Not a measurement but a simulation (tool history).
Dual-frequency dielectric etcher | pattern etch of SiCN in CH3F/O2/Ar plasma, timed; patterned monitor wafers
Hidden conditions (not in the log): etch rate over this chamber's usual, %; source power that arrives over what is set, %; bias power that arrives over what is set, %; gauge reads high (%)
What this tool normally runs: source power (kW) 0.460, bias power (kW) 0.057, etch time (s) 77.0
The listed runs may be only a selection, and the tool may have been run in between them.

run	hour	source power (kW)	bias power (kW)	etch time (s)	wafers since the last listed run	hours since the last wet clean	hours since the last source power generator calibration	hours since the last bias power generator calibration	hours since the last upper electrode change	hours since the gauge calibration	read-back reference wafer on the same gauge, depth_nm	mean etch depth across the wafer (Å)
1	0.0	0.490	0.057	64.0	0	177.5	4376.1	3075.4	3867.1	876.6	25.40	258.2
2	22.8	0.490	0.057	64.0	239	200.3	4398.9	3098.2	3889.9	899.4	25.41	258.5
3	47.2	0.460	0.057	77.0	255	224.7	4423.3	3122.6	3914.3	923.8	25.41	299.1
4	81.8	0.460	0.066	72.0	362	259.3	4457.9	3157.2	3948.9	958.4	25.40	296.4
5	130.5	0.460	0.066	72.0	510	308.0	4506.6	3205.9	3997.6	1007.1	25.39	297.4
6	151.6	0.460	0.066	72.0	221	329.1	4527.7	3227.0	4018.7	1028.2	25.40	297.5
# hour 163.2: gauge calibrated
# hour 179.5: source power generator calibrated
# hour 199.4: wet clean of the chamber
7	199.9	0.460	0.057	77.0	255	0.5	20.4	3275.3	4067.0	36.7	25.41	288.7
8	218.3	0.460	0.057	77.0	192	18.9	38.8	3293.7	4085.4	55.1	25.39	289.4
9	240.6	0.460	0.057	77.0	233	41.2	61.1	3316.0	4107.7	77.4	25.41	290.5
10	274.0	0.460	0.057	77.0	350	74.6	94.5	3349.4	4141.1	110.8	25.41	290.1
11	292.4	0.420	0.052	77.0	192	93.0	112.9	3367.8	4159.5	129.2	25.40	264.6
12	326.4	0.530	0.046	77.0	356	127.0	146.9	3401.8	4193.5	163.2	25.39	292.5
# hour 370.6: bias power generator calibrated
13	407.1	0.350	0.065	96.5	804	207.7	227.6	36.5	4274.2	243.9	25.39	318.6
14	428.5	0.570	0.065	77.0	224	229.1	249.0	57.9	4295.6	265.3	25.41	347.3
15	455.0	0.540	0.069	96.5	277	255.6	275.5	84.4	4322.1	291.8	25.40	429.9
16	528.2	0.460	0.057	99.5	767	328.8	348.7	157.6	4395.3	365.0	25.39	377.1
17	548.1	0.400	0.071	77.0	208	348.7	368.6	177.5	4415.2	384.9	25.40	290.3
18	570.1	0.560	0.063	77.0	230	370.7	390.6	199.5	4437.2	406.9	25.40	339.7
# hour 597.7: wet clean of the chamber
19	598.2	0.410	0.066	77.0	42	0.5	418.7	227.6	4465.3	435.0	25.40	283.9
# hour 624.0: upper electrode replaced
20	624.5	0.540	0.069	96.5	24	26.8	445.0	253.9	0.5	461.3	25.40	428.3
21	629.4	0.460	0.057	77.0	51	31.7	449.9	258.8	5.4	466.2	25.41	289.7
22	657.4	0.460	0.057	77.0	293	59.7	477.9	286.8	33.4	494.2	25.40	290.7
23	673.0	0.460	0.053	94.0	163	75.3	493.5	302.4	49.0	509.8	25.40	344.5
24	698.3	0.550	0.057	95.0	265	100.6	518.8	327.7	74.3	535.1	25.40	399.2
25	719.4	0.360	0.057	91.5	221	121.7	539.9	348.8	95.4	556.2	25.40	293.0
26	738.7	0.460	0.057	77.0	202	141.0	559.2	368.1	114.7	575.5	25.41	291.0
27	790.4	0.540	0.067	77.0	542	192.7	610.9	419.8	166.4	627.2	25.40	340.5
28	805.0	0.460	0.045	88.5	153	207.3	625.5	434.4	181.0	641.8	25.41	308.9
29	822.9	0.460	0.053	77.0	187	225.2	643.4	452.3	198.9	659.7	25.39	284.5
30	842.2	0.400	0.066	97.5	202	244.5	662.7	471.6	218.2	679.0	25.39	356.0
31	875.2	0.460	0.043	88.5	345	277.5	695.7	504.6	251.2	712.0	25.41	303.7

Take each entry between the runs: how does the hidden state at the last listed run before it differ from the hidden state at the first listed run after it?
Runs 6 to 7: gauge calibrated (hour 163.2); source power generator calibrated (hour 179.5); wet clean of the chamber (hour 199.4)
  etch rate over this chamber's usual, %: 1.04 -> 0.00699; source power that arrives over what is set, %: 4.73 -> -0.381
  measured result minus the result with no hidden state, mean etch depth across the wafer (Å): +11.1 -> -0.7
Runs 12 to 13: bias power generator calibrated (hour 370.6)
  etch rate over this chamber's usual, %: 0.397 -> 0.645; source power that arrives over what is set, %: -0.376 -> -0.368
  measured result minus the result with no hidden state, mean etch depth across the wafer (Å): +0.5 -> +1.3
Runs 18 to 19: wet clean of the chamber (hour 597.7)
  etch rate over this chamber's usual, %: 1.15 -> 0.165; source power that arrives over what is set, %: -0.341 -> -0.335
  measured result minus the result with no hidden state, mean etch depth across the wafer (Å): +3.1 -> -0.1
Runs 19 to 20: upper electrode replaced (hour 624.0)
  etch rate over this chamber's usual, %: 0.165 -> 0.246; source power that arrives over what is set, %: -0.335 -> -0.329
  measured result minus the result with no hidden state, mean etch depth across the wafer (Å): -0.1 -> +0.2
